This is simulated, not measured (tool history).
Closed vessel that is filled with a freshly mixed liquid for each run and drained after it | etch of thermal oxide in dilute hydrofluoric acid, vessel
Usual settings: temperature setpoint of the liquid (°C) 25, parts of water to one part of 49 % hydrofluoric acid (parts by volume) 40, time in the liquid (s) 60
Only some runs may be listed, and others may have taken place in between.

| run | hour | temperature setpoint of the liquid (°C) | parts of water to one part of 49 % hydrofluoric acid (parts by volume) | time in the liquid (s) | wafers since the last listed run | hours since the thermometer was replaced | hours since the hydrofluoric acid flow meter was replaced | hours since the gauge calibration | read-back film thickness of the thermal oxide reference wafer, read on the same gauge (nm) | thickness taken off the thermal oxide on a monitor wafer (Å) |
|---|---|---|---|---|---|---|---|---|---|---|
| 1 | 0 | 25 | 40 | 60 | 0 | 2721.5 | 1928.9 | 49 | 149.99 | 87.2 |
| 2 | 15.2 | 25 | 40 | 60 | 1160 | 2736.7 | 1944.1 | 64.2 | 149.97 | 86.9 |
| 3 | 30 | 25 | 40 | 60 | 1130 | 2751.5 | 1958.9 | 79 | 150.02 | 87.4 |
| 4 | 47.3 | 25 | 40 | 60 | 1321 | 2768.8 | 1976.2 | 96.3 | 149.96 | 87.7 |
| 5 | 62.4 | 25 | 40 | 60 | 1153 | 2783.9 | 1991.3 | 111.4 | 149.99 | 87.5 |
| 6 | 75.1 | 25 | 40 | 60 | 970 | 2796.6 | 2004 | 124.1 | 150.01 | 87.4 |
| 7 | 84.5 | 25 | 40 | 60 | 717 | 2806 | 2013.4 | 133.5 | 150 | 87.3 |
|  | 99.8 | thermometer replaced |
| 8 | 105 | 25 | 40 | 60 | 1489 | 5.2 | 2033.9 | 154 | 149.99 | 87.4 |
| 9 | 111.7 | 25 | 40 | 60 | 511 | 11.9 | 2040.6 | 160.7 | 150.02 | 87.7 |
| 10 | 120.9 | 25 | 40 | 60 | 702 | 21.1 | 2049.8 | 169.9 | 150.02 | 87.6 |
| 11 | 130.7 | 25 | 40 | 60 | 748 | 30.9 | 2059.6 | 179.7 | 150.02 | 87.9 |
| 12 | 144.9 | 25 | 40 | 60 | 1084 | 45.1 | 2073.8 | 193.9 | 149.98 | 87.5 |
| 13 | 155.4 | 25 | 40 | 60 | 802 | 55.6 | 2084.3 | 204.4 | 149.98 | 87.9 |
| 14 | 171.6 | 25 | 25 | 60 | 1237 | 71.8 | 2100.5 | 220.6 | 149.99 | 143.2 |
|  | 180.7 | gauge calibrated |
| 15 | 185 | 25 | 30 | 85 | 1023 | 85.2 | 2113.9 | 4.3 | 149.99 | 168.8 |
|  | 194.3 | hydrofluoric acid flow meter replaced |
| 16 | 194.8 | 25 | 30 | 60 | 672 | 95 | 0.5 | 14.1 | 150 | 108.2 |
| 17 | 204.5 | 22.5 | 30 | 35 | 740 | 104.7 | 10.2 | 23.8 | 150 | 57.1 |
| 18 | 214.7 | 23.5 | 35 | 35 | 779 | 114.9 | 20.4 | 34 | 149.98 | 50.6 |
| 19 | 230.5 | 25 | 55 | 60 | 1206 | 130.7 | 36.2 | 49.8 | 149.97 | 57.3 |

Run 20, settings as shown, results not yet in. Your forecast:
| 20 | 248.4 | 21.5 | 60 | 75 | 1367 | 148.6 | 54.1 | 67.7 | ? | ? |

Run 20 produced read-back film thickness of the thermal oxide reference wafer, read on the same gauge (nm) 150.06, thickness taken off the thermal oxide on a monitor wafer (Å) 56.7.
Were there no unlogged condition in the tool, this run, its random variation unchanged, would have produced thickness taken off the thermal oxide on a monitor wafer (Å) 55.2.
